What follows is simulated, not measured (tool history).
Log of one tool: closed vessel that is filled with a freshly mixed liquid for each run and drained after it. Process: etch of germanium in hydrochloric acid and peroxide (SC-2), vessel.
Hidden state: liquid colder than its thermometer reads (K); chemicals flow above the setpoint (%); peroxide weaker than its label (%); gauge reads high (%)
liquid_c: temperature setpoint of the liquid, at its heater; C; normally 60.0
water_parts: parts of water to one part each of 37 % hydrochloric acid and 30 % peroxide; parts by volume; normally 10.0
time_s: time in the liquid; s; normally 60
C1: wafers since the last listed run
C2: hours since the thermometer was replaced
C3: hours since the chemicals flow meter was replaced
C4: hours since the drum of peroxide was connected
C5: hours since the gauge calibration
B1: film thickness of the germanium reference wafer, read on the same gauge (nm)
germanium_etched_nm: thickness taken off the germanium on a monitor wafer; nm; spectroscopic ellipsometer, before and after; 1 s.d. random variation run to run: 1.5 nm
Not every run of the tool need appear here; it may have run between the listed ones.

run 1 day=0.000 | liquid_c=60.0 water_parts=10.0 time_s=60 | C1=0 C2=1367.2 C3=835.6 C4=338.9 C5=603.5 | B1=110.01 | germanium_etched_nm=181.82
run 2 day=1.071 | liquid_c=60.0 water_parts=12.0 time_s=60 | C1=3060 C2=1392.9 C3=861.3 C4=364.6 C5=629.2 | B1=110.00 | germanium_etched_nm=176.79
run 3 day=4.046 | liquid_c=60.0 water_parts=10.0 time_s=60 | C1=8501 C2=1464.3 C3=932.7 C4=436.0 C5=700.6 | B1=109.98 | germanium_etched_nm=179.64
run 4 day=6.100 | liquid_c=60.0 water_parts=10.0 time_s=60 | C1=5870 C2=1513.6 C3=982.0 C4=485.3 C5=749.9 | B1=110.00 | germanium_etched_nm=182.94
run 5 day=7.758 | liquid_c=60.0 water_parts=10.0 time_s=60 | C1=4739 C2=1553.4 C3=1021.8 C4=525.1 C5=789.7 | B1=110.03 | germanium_etched_nm=180.44
run 6 day=9.096 | liquid_c=60.0 water_parts=10.0 time_s=60 | C1=3822 C2=1585.5 C3=1053.9 C4=557.2 C5=821.8 | B1=109.98 | germanium_etched_nm=181.37
run 7 day=11.167 | liquid_c=60.0 water_parts=10.0 time_s=75 | C1=5917 C2=1635.2 C3=1103.6 C4=606.9 C5=871.5 | B1=110.02 | germanium_etched_nm=226.18
run 8 day=12.200 | liquid_c=60.0 water_parts=10.0 time_s=35 | C1=2953 C2=1660.0 C3=1128.4 C4=631.7 C5=896.3 | B1=110.03 | germanium_etched_nm=105.37
run 9 day=14.029 | liquid_c=60.0 water_parts=10.0 time_s=60 | C1=5227 C2=1703.9 C3=1172.3 C4=675.6 C5=940.2 | B1=110.00 | germanium_etched_nm=176.40
-- day=14.758 gauge calibrated
run 10 day=15.304 | liquid_c=60.0 water_parts=11.5 time_s=60 | C1=3643 C2=1734.5 C3=1202.9 C4=706.2 C5=13.1 | B1=109.99 | germanium_etched_nm=174.60
run 11 day=16.567 | liquid_c=60.0 water_parts=11.5 time_s=60 | C1=3607 C2=1764.8 C3=1233.2 C4=736.5 C5=43.4 | B1=110.03 | germanium_etched_nm=179.56
-- day=16.858 thermometer replaced
run 12 day=18.517 | liquid_c=60.0 water_parts=11.5 time_s=60 | C1=5453 C2=39.8 C3=1280.0 C4=783.3 C5=90.2 | B1=110.05 | germanium_etched_nm=192.84
run 13 day=21.425 | liquid_c=60.0 water_parts=10.0 time_s=60 | C1=8311 C2=109.6 C3=1349.8 C4=853.1 C5=160.0 | B1=110.00 | germanium_etched_nm=192.82
run 14 day=23.212 | liquid_c=56.0 water_parts=10.0 time_s=60 | C1=5108 C2=152.5 C3=1392.7 C4=896.0 C5=202.9 | B1=109.99 | germanium_etched_nm=171.45
run 15 day=25.412 | liquid_c=52.0 water_parts=5.5 time_s=30 | C1=6287 C2=205.3 C3=1445.5 C4=948.8 C5=255.7 | B1=110.01 | germanium_etched_nm=78.85
run 16 day=26.854 | liquid_c=60.0 water_parts=10.0 time_s=60 | C1=4119 C2=239.9 C3=1480.1 C4=983.4 C5=290.3 | B1=110.02 | germanium_etched_nm=193.90
run 17 day=29.358 | liquid_c=60.0 water_parts=10.0 time_s=60 | C1=7156 C2=300.0 C3=1540.2 C4=1043.5 C5=350.4 | B1=110.00 | germanium_etched_nm=194.10
run 18 day=31.167 | liquid_c=68.5 water_parts=10.0 time_s=80 | C1=5167 C2=343.4 C3=1583.6 C4=1086.9 C5=393.8 | B1=110.02 | germanium_etched_nm=325.07
run 19 day=33.412 | liquid_c=60.0 water_parts=10.0 time_s=60 | C1=6418 C2=397.3 C3=1637.5 C4=1140.8 C5=447.7 | B1=109.96 | germanium_etched_nm=190.99
run 20 day=34.925 | liquid_c=54.5 water_parts=10.0 time_s=85 | C1=4322 C2=433.6 C3=1673.8 C4=1177.1 C5=484.0 | B1=109.98 | germanium_etched_nm=230.65
run 21 day=36.754 | liquid_c=60.0 water_parts=10.0 time_s=85 | C1=5227 C2=477.5 C3=1717.7 C4=1221.0 C5=527.9 | B1=109.99 | germanium_etched_nm=268.79
-- day=37.488 new drum of peroxide connected
run 22 day=38.108 | liquid_c=60.0 water_parts=10.0 time_s=60 | C1=3750 C2=510.0 C3=1750.2 C4=14.9 C5=560.4 | B1=109.98 | germanium_etched_nm=189.22
run 23 day=40.133 | liquid_c=60.0 water_parts=10.0 time_s=60 | C1=5787 C2=558.6 C3=1798.8 C4=63.5 C5=609.0 | B1=109.99 | germanium_etched_nm=190.07
-- day=40.675 chemicals flow meter replaced
run 24 day=41.725 | liquid_c=60.0 water_parts=10.0 time_s=30 | C1=4429 C2=596.8 C3=25.2 C4=101.7 C5=647.2 | B1=110.02 | germanium_etched_nm=94.43
run 25 day=43.367 | liquid_c=53.5 water_parts=7.5 time_s=95 | C1=4691 C2=636.2 C3=64.6 C4=141.1 C5=686.6 | B1=109.99 | germanium_etched_nm=249.39
run 26 day=45.371 | liquid_c=69.5 water_parts=10.0 time_s=60 | C1=5727 C2=684.3 C3=112.7 C4=189.2 C5=734.7 | B1=110.01 | germanium_etched_nm=249.93
run 27 day=46.925 | liquid_c=63.5 water_parts=10.0 time_s=60 | C1=4441 C2=721.6 C3=150.0 C4=226.5 C5=772.0 | B1=110.02 | germanium_etched_nm=210.99
run 28 day=49.188 | liquid_c=60.0 water_parts=10.0 time_s=70 | C1=6465 C2=775.9 C3=204.3 C4=280.8 C5=826.3 | B1=110.03 | germanium_etched_nm=217.34
run 29 day=54.604 | liquid_c=68.0 water_parts=12.5 time_s=45 | C1=15479 C2=905.9 C3=334.3 C4=410.8 C5=956.3 | B1=110.00 | germanium_etched_nm=171.05
run 30 day=55.646 | liquid_c=69.0 water_parts=10.0 time_s=60 | C1=2976 C2=930.9 C3=359.3 C4=435.8 C5=981.3 | B1=109.99 | germanium_etched_nm=244.20
-- day=57.462 gauge calibrated
run 31 day=58.146 | liquid_c=65.0 water_parts=10.0 time_s=40 | C1=7144 C2=990.9 C3=419.3 C4=495.8 C5=16.4 | B1=110.01 | germanium_etched_nm=141.49

Some steps in germanium_etched_nm between neighbouring runs. How much of each would the tool show without its hidden state too (settings, what came in, random variation), and how much is left for the hidden state, with any gauge scatter that isn't in both results?
Run 7 -> 8: time_s 75 -> 35. germanium_etched_nm -120.81 nm: hidden state +10.06, all else -130.87.
Run 8 -> 9: time_s 35 -> 60. germanium_etched_nm +71.03 nm: hidden state -6.43, all else +77.46.
Run 11 -> 12: thermometer replaced. germanium_etched_nm +13.28 nm: hidden state +15.17, all else -1.89.
Run 17 -> 18: liquid_c 60.0 -> 68.5, time_s 60 -> 80. germanium_etched_nm +130.97 nm: hidden state -2.37, all else +133.34.
Run 18 -> 19: liquid_c 68.5 -> 60.0, time_s 80 -> 60. germanium_etched_nm -134.08 nm: hidden state +1.68, all else -135.76.
Run 24 -> 25: liquid_c 60.0 -> 53.5, water_parts 10.0 -> 7.5, time_s 30 -> 95. germanium_etched_nm +154.96 nm: hidden state -5.27, all else +160.23.
